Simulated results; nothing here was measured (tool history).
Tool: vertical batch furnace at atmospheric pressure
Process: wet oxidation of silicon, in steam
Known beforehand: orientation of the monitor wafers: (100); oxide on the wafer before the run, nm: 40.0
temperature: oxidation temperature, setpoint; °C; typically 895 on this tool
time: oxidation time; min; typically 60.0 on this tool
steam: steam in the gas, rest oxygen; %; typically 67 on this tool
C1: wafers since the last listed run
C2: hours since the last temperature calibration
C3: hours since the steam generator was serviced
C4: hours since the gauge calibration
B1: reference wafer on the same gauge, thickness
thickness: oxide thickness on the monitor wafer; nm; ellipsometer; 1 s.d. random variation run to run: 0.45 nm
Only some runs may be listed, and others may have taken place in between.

{"run": 1, "day": 0.0, "temperature": 895, "time": 60.0, "steam": 58, "C1": 0, "C2": 1987.8, "C3": 1885.8, "C4": 644.5, "B1": 146.02, "thickness": 112.39}
{"run": 2, "day": 2.033, "temperature": 895, "time": 60.0, "steam": 58, "C1": 607, "C2": 2036.6, "C3": 1934.6, "C4": 693.3, "B1": 145.99, "thickness": 113.23}
{"run": 3, "day": 6.15, "temperature": 895, "time": 60.0, "steam": 58, "C1": 1229, "C2": 2135.4, "C3": 2033.4, "C4": 792.1, "B1": 145.93, "thickness": 112.03}
{"run": 4, "day": 7.979, "temperature": 895, "time": 60.0, "steam": 67, "C1": 546, "C2": 2179.3, "C3": 2077.3, "C4": 836.0, "B1": 146.11, "thickness": 123.98}
{"day": 8.967, "done": "gauge calibrated"}
{"run": 5, "day": 9.479, "temperature": 895, "time": 60.0, "steam": 67, "C1": 447, "C2": 2215.3, "C3": 2113.3, "C4": 12.3, "B1": 145.96, "thickness": 123.16}
{"run": 6, "day": 12.229, "temperature": 895, "time": 60.0, "steam": 67, "C1": 821, "C2": 2281.3, "C3": 2179.3, "C4": 78.3, "B1": 145.97, "thickness": 122.72}
{"run": 7, "day": 14.121, "temperature": 895, "time": 60.0, "steam": 67, "C1": 564, "C2": 2326.7, "C3": 2224.7, "C4": 123.7, "B1": 146.11, "thickness": 123.72}
{"run": 8, "day": 16.65, "temperature": 895, "time": 60.0, "steam": 67, "C1": 755, "C2": 2387.4, "C3": 2285.4, "C4": 184.4, "B1": 146.07, "thickness": 122.97}
{"run": 9, "day": 19.071, "temperature": 895, "time": 60.0, "steam": 67, "C1": 722, "C2": 2445.5, "C3": 2343.5, "C4": 242.5, "B1": 146.03, "thickness": 123.44}
{"run": 10, "day": 21.142, "temperature": 901, "time": 43.5, "steam": 67, "C1": 618, "C2": 2495.2, "C3": 2393.2, "C4": 292.2, "B1": 146.05, "thickness": 107.06}
{"run": 11, "day": 22.642, "temperature": 901, "time": 43.5, "steam": 67, "C1": 447, "C2": 2531.2, "C3": 2429.2, "C4": 328.2, "B1": 145.86, "thickness": 106.97}
{"run": 12, "day": 24.533, "temperature": 880, "time": 60.0, "steam": 67, "C1": 564, "C2": 2576.6, "C3": 2474.6, "C4": 373.6, "B1": 145.94, "thickness": 105.8}
{"run": 13, "day": 25.617, "temperature": 880, "time": 60.0, "steam": 67, "C1": 323, "C2": 2602.6, "C3": 2500.6, "C4": 399.6, "B1": 145.95, "thickness": 105.49}
{"run": 14, "day": 28.175, "temperature": 882, "time": 60.0, "steam": 67, "C1": 764, "C2": 2664.0, "C3": 2562.0, "C4": 461.0, "B1": 145.9, "thickness": 106.73}
{"run": 15, "day": 32.608, "temperature": 882, "time": 60.0, "steam": 67, "C1": 1323, "C2": 2770.4, "C3": 2668.4, "C4": 567.4, "B1": 146.09, "thickness": 106.51}
{"run": 16, "day": 34.921, "temperature": 888, "time": 31.5, "steam": 74, "C1": 690, "C2": 2825.9, "C3": 2723.9, "C4": 622.9, "B1": 146.01, "thickness": 82.78}

What will run 17 give?
{"day": 37.254, "done": "thermocouples replaced and temperature profile calibrated"}
{"run": 17, "day": 37.446, "temperature": 895, "time": 81.5, "steam": 74, "C1": 455, "C2": 4.6, "C3": 2784.5, "C4": 683.5, "B1": "?", "thickness": "?"}

Run 17 measured B1 146.06, thickness 160.96 nm.
On a tool with no hidden condition, and with the same random variation, this run would have come out at thickness 167.41 nm.
